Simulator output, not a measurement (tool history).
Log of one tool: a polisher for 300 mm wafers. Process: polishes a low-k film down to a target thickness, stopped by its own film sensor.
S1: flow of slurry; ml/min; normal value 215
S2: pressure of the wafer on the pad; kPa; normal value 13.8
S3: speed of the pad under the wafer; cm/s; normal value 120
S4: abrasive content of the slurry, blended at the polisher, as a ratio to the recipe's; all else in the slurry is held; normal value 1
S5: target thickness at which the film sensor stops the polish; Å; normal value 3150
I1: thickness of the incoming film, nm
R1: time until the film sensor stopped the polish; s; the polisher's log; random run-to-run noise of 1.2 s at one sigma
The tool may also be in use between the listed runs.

run 1 hour=0 | S1=215 S2=13.8 S3=120 S4=1 S5=3150 | I1=365.5 | R1=124.2
run 2 hour=9.7 | S1=215 S2=13.8 S3=120 S4=1 S5=3150 | I1=361.2 | R1=113.8
run 3 hour=20.5 | S1=215 S2=13.8 S3=120 S4=1 S5=3210 | I1=359.7 | R1=95.8
run 4 hour=34.6 | S1=215 S2=13.8 S3=120 S4=1 S5=3210 | I1=358.4 | R1=93.4
-- hour=50.9 worn pad replaced by a new one
run 5 hour=51.4 | S1=215 S2=13.8 S3=120 S4=1 S5=3060 | I1=359.6 | R1=137.2
run 6 hour=61.9 | S1=215 S2=13.8 S3=120 S4=1 S5=3060 | I1=361.8 | R1=143.8
run 7 hour=72.9 | S1=215 S2=13.8 S3=120 S4=1 S5=3060 | I1=364.2 | R1=148.6
run 8 hour=84.7 | S1=215 S2=13.8 S3=120 S4=1.2 S5=3150 | I1=359.9 | R1=104.2
run 9 hour=102.6 | S1=215 S2=13.8 S3=120 S4=1.2 S5=3150 | I1=361 | R1=109.8
run 10 hour=108.7 | S1=215 S2=13.8 S3=120 S4=1 S5=3150 | I1=362.8 | R1=124.7
-- hour=119.9 worn pad replaced by a new one
run 11 hour=120.4 | S1=215 S2=13.8 S3=120 S4=1 S5=3150 | I1=366.4 | R1=139.1
run 12 hour=129.6 | S1=215 S2=13.8 S3=120 S4=1 S5=3150 | I1=360.8 | R1=123.6
run 13 hour=143.8 | S1=245 S2=13.8 S3=96 S4=1 S5=3150 | I1=363.4 | R1=149.3
run 14 hour=151.1 | S1=280 S2=13.8 S3=120 S4=0.8 S5=3040 | I1=359.3 | R1=178.7
run 15 hour=165.7 | S1=215 S2=13.8 S3=132 S4=1 S5=3270 | I1=358.4 | R1=83.9
-- hour=182.9 worn pad replaced by a new one
run 16 hour=183.4 | S1=215 S2=16.5 S3=160 S4=1.15 S5=3150 | I1=361.3 | R1=91.1
run 17 hour=199.2 | S1=165 S2=18.6 S3=120 S4=1.2 S5=3150 | I1=359.3 | R1=98
-- hour=202.7 head pressure recalibrated
run 18 hour=209.1 | S1=215 S2=13.8 S3=158 S4=1 S5=3150 | I1=365.3 | R1=129.5
-- hour=217.5 conditioning disc replaced and pad reconditioned
-- hour=218.7 slurry nozzle cleaned
run 19 hour=225.8 | S1=145 S2=11 S3=134 S4=1.2 S5=3150 | I1=363.3 | R1=131.1
-- hour=229 slurry blender recalibrated
run 20 hour=235.3 | S1=215 S2=13.8 S3=120 S4=1 S5=3300 | I1=365.4 | R1=83.2
run 21 hour=244.2 | S1=215 S2=13.8 S3=120 S4=1 S5=3150 | I1=358.8 | R1=102.6
-- hour=249.9 worn pad replaced by a new one
run 22 hour=254.4 | S1=235 S2=13.8 S3=158 S4=0.85 S5=3200 | I1=361.4 | R1=90.7
run 23 hour=267 | S1=215 S2=13.8 S3=120 S4=1 S5=3150 | I1=353.7 | R1=91.2
run 24 hour=278.8 | S1=215 S2=13.8 S3=120 S4=1 S5=3150 | I1=362.8 | R1=110.8
-- hour=319.4 worn pad replaced by a new one
run 25 hour=327.8 | S1=215 S2=13.8 S3=120 S4=1 S5=3150 | I1=358.8 | R1=105

What if the next run were any one of these 5? Each begins from the tool's condition after run 25:
run A hour=328.3 | S1=215 S2=13.8 S3=120 S4=0.8 S5=3150 | I1=352.6 | R1=?
run B hour=328.3 | S1=215 S2=9 S3=134 S4=1 S5=3260 | I1=352.6 | R1=?
run C hour=328.3 | S1=215 S2=12.4 S3=120 S4=1 S5=3210 | I1=352.6 | R1=?
run D hour=328.3 | S1=285 S2=13.8 S3=120 S4=1 S5=3100 | I1=352.6 | R1=?
run E hour=328.3 | S1=215 S2=13.8 S3=110 S4=1 S5=3150 | I1=352.6 | R1=?

run=A R1=109.3
run=B R1=81.7
run=C R1=83.8
run=D R1=102.1
run=E R1=97.3
With the hidden condition removed and each run's random variation left untouched, the same runs would have given:
run=A R1=101.7
run=B R1=76.9
run=C R1=78.5
run=D R1=95.3
run=E R1=91.1
